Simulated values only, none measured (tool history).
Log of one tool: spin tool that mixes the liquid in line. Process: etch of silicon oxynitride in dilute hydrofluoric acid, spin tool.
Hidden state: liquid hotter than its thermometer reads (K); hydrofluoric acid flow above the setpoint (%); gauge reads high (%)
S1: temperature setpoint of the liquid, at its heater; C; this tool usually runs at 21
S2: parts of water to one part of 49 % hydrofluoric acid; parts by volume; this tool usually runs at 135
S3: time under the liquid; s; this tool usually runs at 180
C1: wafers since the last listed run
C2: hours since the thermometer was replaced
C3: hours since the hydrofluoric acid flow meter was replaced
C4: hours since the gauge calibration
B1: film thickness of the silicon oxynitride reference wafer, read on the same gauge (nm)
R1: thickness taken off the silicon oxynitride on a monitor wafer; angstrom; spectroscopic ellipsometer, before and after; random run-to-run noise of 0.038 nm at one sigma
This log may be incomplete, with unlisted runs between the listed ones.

| run | hour | S1 | S2 | S3 | C1 | C2 | C3 | C4 | B1 | R1 |
|---|---|---|---|---|---|---|---|---|---|---|
| 1 | 0 | 21 | 135 | 180 | 0 | 1258.3 | 1704.2 | 407.3 | 40.02 | 55.5 |
| 2 | 61.6 | 21 | 135 | 180 | 513 | 1319.9 | 1765.8 | 468.9 | 39.97 | 55 |
| 3 | 132.3 | 21 | 135 | 180 | 588 | 1390.6 | 1836.5 | 539.6 | 39.99 | 54.7 |
| 4 | 188.9 | 21 | 135 | 180 | 471 | 1447.2 | 1893.1 | 596.2 | 39.98 | 54.6 |
| 5 | 236.5 | 21 | 135 | 180 | 396 | 1494.8 | 1940.7 | 643.8 | 39.99 | 54.8 |
| 6 | 273.9 | 21 | 135 | 180 | 311 | 1532.2 | 1978.1 | 681.2 | 39.98 | 54.6 |
| 7 | 329.4 | 21 | 135 | 180 | 462 | 1587.7 | 2033.6 | 736.7 | 40 | 54.5 |
| 8 | 372.2 | 21 | 135 | 180 | 356 | 1630.5 | 2076.4 | 779.5 | 40.01 | 54.7 |
| 9 | 426.8 | 21 | 135 | 180 | 454 | 1685.1 | 2131 | 834.1 | 40 | 55.2 |
| 10 | 474.9 | 21 | 135 | 180 | 400 | 1733.2 | 2179.1 | 882.2 | 40 | 54.4 |
| 11 | 526.9 | 23 | 135 | 180 | 433 | 1785.2 | 2231.1 | 934.2 | 39.98 | 59.9 |
| 12 | 570.5 | 23 | 135 | 180 | 363 | 1828.8 | 2274.7 | 977.8 | 39.99 | 60.4 |
| 13 | 605 | 23 | 115 | 180 | 287 | 1863.3 | 2309.2 | 1012.3 | 39.99 | 72.2 |
| 14 | 647.7 | 23 | 115 | 180 | 355 | 1906 | 2351.9 | 1055 | 40.01 | 72.5 |
|  | 664.7 | gauge calibrated |
| 15 | 861.9 | 23 | 115 | 180 | 1784 | 2120.2 | 2566.1 | 197.2 | 40.02 | 71.7 |
| 16 | 894.1 | 19 | 135 | 90 | 268 | 2152.4 | 2598.3 | 229.4 | 40.02 | 25 |
|  | 903.7 | thermometer replaced |
|  | 918.8 | hydrofluoric acid flow meter replaced |
| 17 | 951.3 | 21 | 165 | 140 | 459 | 47.6 | 32.5 | 286.6 | 40 | 34.1 |
| 18 | 989.9 | 21 | 105 | 180 | 321 | 86.2 | 71.1 | 325.2 | 39.99 | 72.6 |
| 19 | 1048.4 | 21 | 95 | 180 | 487 | 144.7 | 129.6 | 383.7 | 40.02 | 80.2 |
| 20 | 1122.7 | 18.5 | 195 | 180 | 618 | 219 | 203.9 | 458 | 40 | 32.3 |
| 21 | 1181.7 | 24.5 | 95 | 100 | 491 | 278 | 262.9 | 517 | 39.98 | 52.1 |
| 22 | 1236 | 17.5 | 190 | 180 | 452 | 332.3 | 317.2 | 571.3 | 40 | 31.8 |
| 23 | 1289.7 | 21 | 115 | 225 | 447 | 386 | 370.9 | 625 | 40.01 | 82.1 |
| 24 | 1359.5 | 21 | 135 | 180 | 581 | 455.8 | 440.7 | 694.8 | 40.01 | 54.5 |
| 25 | 1453.9 | 21 | 100 | 180 | 786 | 550.2 | 535.1 | 789.2 | 39.99 | 75.5 |
| 26 | 1502.8 | 24.5 | 115 | 180 | 407 | 599.1 | 584 | 838.1 | 40 | 77 |
| 27 | 1626.9 | 21 | 160 | 180 | 1033 | 723.2 | 708.1 | 962.2 | 40.01 | 45.2 |
| 28 | 1670 | 18.5 | 135 | 180 | 358 | 766.3 | 751.2 | 1005.3 | 39.98 | 48.7 |
| 29 | 1713.1 | 21 | 135 | 180 | 358 | 809.4 | 794.3 | 1048.4 | 39.98 | 55 |
| 30 | 1749.6 | 21 | 135 | 180 | 304 | 845.9 | 830.8 | 1084.9 | 40.01 | 54.9 |
|  | 1786.3 | gauge calibrated |
| 31 | 1816.8 | 25.5 | 135 | 285 | 559 | 913.1 | 898 | 30.5 | 40 | 107.4 |

Across each entry between runs, compare the hidden state at the last listed run before it with the hidden state at the first listed run after it:
Runs 14 to 15: gauge calibrated (hour 664.7)
  the hidden state is the same at both runs
Runs 16 to 17: thermometer replaced (hour 903.7); hydrofluoric acid flow meter replaced (hour 918.8)
  the hidden state is the same at both runs
Runs 30 to 31: gauge calibrated (hour 1786.3)
  the hidden state is the same at both runs
